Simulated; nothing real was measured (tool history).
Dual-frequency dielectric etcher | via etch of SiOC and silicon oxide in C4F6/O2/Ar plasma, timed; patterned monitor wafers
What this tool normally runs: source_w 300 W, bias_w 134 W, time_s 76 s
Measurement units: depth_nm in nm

run     day  source_w  bias_w  time_s  wafers since the last listed run  hours since the last wet clean  hours since the last source power generator calibration  hours since the last bias power generator calibration  hours since the last upper electrode change  hours since the gauge calibration  read-back reference wafer on the same gauge, depth_nm  depth_nm
  1       0       360     134      76                                 0                             242                                                   3223.7                                                   2748                                       1001.6                              420.2                                                   64.2      72.4
  2   1.604       360     134      76                               370                           280.5                                                   3262.2                                                 2786.5                                       1040.1                              458.7                                                   64.4      72.7
  3    3.75       360     134      76                               495                             332                                                   3313.7                                                   2838                                       1091.6                              510.2                                                   64.3      72.1
  4   4.821       300     158      76                               247                           357.7                                                   3339.4                                                 2863.7                                       1117.3                              535.9                                                   64.5      71.8
  5   6.942       300     158      76                               490                           408.6                                                   3390.3                                                 2914.6                                       1168.2                              586.8                                                   64.7      72.3
  6   9.467       300     158      76                               583                           469.2                                                   3450.9                                                 2975.2                                       1228.8                              647.4                                                   64.7        73
  7  10.638       250     134      76                               270                           497.3                                                     3479                                                 3003.3                                       1256.9                              675.5                                                   64.6      64.6
  8  12.475       250     134      76                               424                           541.4                                                   3523.1                                                 3047.4                                         1301                              719.6                                                   64.9      64.7
      15.15  -- wet clean of the chamber
  9  15.171       250     134      76                               391                             0.5                                                   3587.8                                                 3112.1                                       1365.7                              784.3                                                   65.1      64.2
 10  16.517       270     134      76                               310                            32.8                                                   3620.1                                                 3144.4                                         1398                              816.6                                                   65.1      66.6
 11  18.062       270     134      76                               357                            69.9                                                   3657.2                                                 3181.5                                       1435.1                              853.7                                                   65.1      66.6
 12  19.183       350     134      76                               258                            96.8                                                   3684.1                                                 3208.4                                         1462                              880.6                                                   65.2      72.4
 13  20.783       350     134      76                               369                           135.2                                                   3722.5                                                 3246.8                                       1500.4                                919                                                   65.2      71.9
 14  23.017       350     134      76                               516                           188.8                                                   3776.1                                                 3300.4                                         1554                              972.6                                                   65.2      72.1
 15  25.196       300     166      76                               503                           241.1                                                   3828.4                                                 3352.7                                       1606.3                             1024.9                                                     65      74.6
 16  26.346       380     122      76                               265                           268.7                                                     3856                                                 3380.3                                       1633.9                             1052.5                                                   65.2      73.3
     26.783  -- bias power generator calibrated
 17  28.942       300     134      76                               561                             331                                                   3918.3                                                   51.8                                       1696.2                             1114.8                                                   65.4        69
 18  31.638       300     151      76                               622                           395.7                                                     3983                                                  116.5                                       1760.9                             1179.5                                                   65.5      71.9
     33.171  -- gauge calibrated
 19    33.7       250     134    68.5                               476                           445.2                                                   4032.5                                                    166                                       1810.4                               12.7                                                   61.3      54.5
 20  35.983       300     112      76                               527                             500                                                   4087.3                                                  220.8                                       1865.2                               67.5                                                   61.4      62.1
     36.996  -- source power generator calibrated
 21  38.842       360     152    56.5                               621                           568.6                                                     44.3                                                  289.4                                       1933.8                              136.1                                                     62      53.9
     40.042  -- upper electrode replaced
 22  40.471       370     102    90.5                               145                           607.7                                                     83.4                                                  328.5                                         10.3                              175.2                                                   62.1      77.9
     41.608  -- wet clean of the chamber
 23  41.979       300     134      76                               117                             8.9                                                    119.6                                                  364.7                                         46.5                              211.4                                                   62.3      65.6
 24  43.112       300     134      76                               261                            36.1                                                    146.8                                                  391.9                                         73.7                              238.6                                                   62.4      66.5
 25  45.996       300     119    59.5                               666                           105.3                                                      216                                                  461.1                                        142.9                              307.8                                                   62.6      50.5
 26  47.929       260     117    55.5                               446                           151.7                                                    262.4                                                  507.5                                        189.3                              354.2                                                   62.9      44.2
 27  49.912       260     124      76                               458                           199.3                                                      310                                                  555.1                                        236.9                              401.8                                                   63.1      61.8
 28  51.767       370     102      95                               428                           243.8                                                    354.5                                                  599.6                                        281.4                              446.3                                                   63.1      82.8
 29  53.229       300     149      76                               337                           278.9                                                    389.6                                                  634.7                                        316.5                              481.4                                                   63.5      69.5

Consider 5 possible next runs. They are alternatives, not a sequence: every one starts from the tool as it was left by run 29. What does each give?
  A  53.246       300     134      76                                 3                           279.3                                                      390                                                  635.1                                        316.9                              481.8                                                      ?         ?
  B  53.246       300     148      76                                 3                           279.3                                                      390                                                  635.1                                        316.9                              481.8                                                      ?         ?
  C  53.246       360     103      59                                 3                           279.3                                                      390                                                  635.1                                        316.9                              481.8                                                      ?         ?
  D  53.246       260     134      76                                 3                           279.3                                                      390                                                  635.1                                        316.9                              481.8                                                      ?         ?
  E  53.246       300     134    83.5                                 3                           279.3                                                      390                                                  635.1                                        316.9                              481.8                                                      ?         ?

run  read-back reference wafer on the same gauge, depth_nm  depth_nm
  A                                                   63.4      66.5
  B                                                   63.4      68.6
  C                                                   63.4      50.9
  D                                                   63.4      63.4
  E                                                   63.4      73.1
Without the tool's unlogged condition, the same runs would have read:
run  depth_nm
  A      64.7
  B      66.8
  C      49.5
  D      61.6
  E      71.1
